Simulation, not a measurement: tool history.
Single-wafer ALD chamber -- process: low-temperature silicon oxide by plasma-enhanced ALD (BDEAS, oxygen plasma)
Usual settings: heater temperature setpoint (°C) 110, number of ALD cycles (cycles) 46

run,hour,heater temperature setpoint (°C),number of ALD cycles (cycles),"read-back reference wafer on the same gauge, thickness_nm",mean film thickness on the monitor wafer (angstrom)
1,0,110,46,5.885,62.26
2,37.6,110,46,5.877,62.49
3,112.9,110,46,5.881,62.83
4,151.7,110,40,5.878,54.13
5,238.2,110,46,5.877,62.43
6,304.8,110,46,5.878,62.69
7,405.2,110,46,5.884,61.99
8,465.9,110,46,5.879,62.5
9,527.4,110,46,5.878,62.55
# hour 554: gauge calibrated
10,582.6,121,48,5.883,63.97
11,635.1,110,46,5.878,62.97
12,706.8,110,46,5.875,62.61
13,926.8,110,46,5.883,62.74
14,1054.5,101,44,5.875,60.51
15,1141.6,119,46,5.88,61.81
16,1242.2,110,41,5.875,55.56
17,1316.8,103,55,5.877,75.94
18,1411,121,48,5.88,64.37
19,1460.4,110,46,5.883,62.36
20,1520.2,110,53,5.883,72.65
# hour 1572.2: thermocouple changed; heater temperature recalibrated
21,1590.9,119,46,5.881,62.02
22,1651.4,119,42,5.881,56.68
23,1722.7,110,46,5.88,61.99
# hour 1753.1: gauge calibrated
24,1819.2,116,43,5.874,57.77
25,1895.1,110,46,5.881,62.91
26,1990,105,43,5.884,59.42
27,2085.7,122,46,5.879,61.68
28,2157.5,106,37,5.884,50.81
29,2244.1,110,46,5.881,62.4

Consider 5 possible next runs. They are alternatives, not a sequence: every one starts from the tool as it was left by run 29. What does each give?
A,2244.6,104,46,?,?
B,2244.6,122,53,?,?
C,2244.6,97,46,?,?
D,2244.6,98,53,?,?
E,2244.6,118,46,?,?

run,"read-back reference wafer on the same gauge, thickness_nm",mean film thickness on the monitor wafer (angstrom)
A,5.88,63.46
B,5.88,71.01
C,5.88,64.34
D,5.88,73.9
E,5.88,62.04
Stripped of hidden state, with their random variation kept, the same runs would have yielded:
run,mean film thickness on the monitor wafer (angstrom)
A,63.46
B,71.01
C,64.34
D,73.9
E,62.04
